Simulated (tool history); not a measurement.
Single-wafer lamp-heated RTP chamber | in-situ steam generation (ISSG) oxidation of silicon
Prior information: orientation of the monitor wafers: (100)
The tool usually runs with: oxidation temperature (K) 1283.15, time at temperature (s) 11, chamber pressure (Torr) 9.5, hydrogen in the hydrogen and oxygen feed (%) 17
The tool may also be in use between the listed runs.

run	hour	oxidation temperature (K)	time at temperature (s)	chamber pressure (Torr)	hydrogen in the hydrogen and oxygen feed (%)	read-back reference wafer on the same gauge, thickness	oxide thickness on the monitor wafer (nm)
1	0	1283.15	11	9.5	17	4.06	3.798
2	28.5	1283.15	11	9.5	17	4.057	3.816
3	42.1	1283.15	11	9.5	17	4.061	3.79
4	66.1	1283.15	11	9.5	17	4.059	3.815
5	123.8	1283.15	11	9.5	17	4.061	3.82
6	150.4	1283.15	11	9.5	17	4.058	3.826
7	170.9	1283.15	8	9.5	12	4.058	3.08
# hour 197.1: pressure gauge zeroed
# hour 197.9: pyrometer window cleaned and pyrometer calibrated
8	204.7	1283.15	8	9.5	12	4.055	3.022
# hour 231.9: hydrogen flow controller replaced
9	232.4	1283.15	15	9.9	17	4.061	4.321
# hour 240.7: gauge calibrated
10	253.8	1264.15	7	9	17	4.061	2.957
11	341.5	1283.15	11	8.2	11	4.059	3.456
12	377	1283.15	11	9.5	17	4.058	3.806
13	405.1	1277.15	13	8.3	25	4.054	4.466
14	429.6	1283.15	8	10.2	22	4.059	3.479
15	463.8	1289.15	15	10.2	20	4.059	4.645
16	484.7	1302.15	9	10.2	17	4.06	3.705

Forecast each of these 5 alternatives for the next run:
A	485.2	1283.15	11	9.5	23	?	?
B	485.2	1300.15	11	8.2	17	?	?
C	485.2	1295.15	12	8.2	11	?	?
D	485.2	1263.15	11	10.2	26	?	?
E	485.2	1302.15	14	10.2	22	?	?

run	read-back reference wafer on the same gauge, thickness	oxide thickness on the monitor wafer (nm)
A	4.058	4.122
B	4.058	4.156
C	4.058	3.834
D	4.058	3.896
E	4.058	4.872
The same runs, with their run-to-run variation unchanged, on a tool lacking any hidden condition would have given:
run	oxide thickness on the monitor wafer (nm)
A	4.019
B	4.04
C	3.727
D	3.812
E	4.723

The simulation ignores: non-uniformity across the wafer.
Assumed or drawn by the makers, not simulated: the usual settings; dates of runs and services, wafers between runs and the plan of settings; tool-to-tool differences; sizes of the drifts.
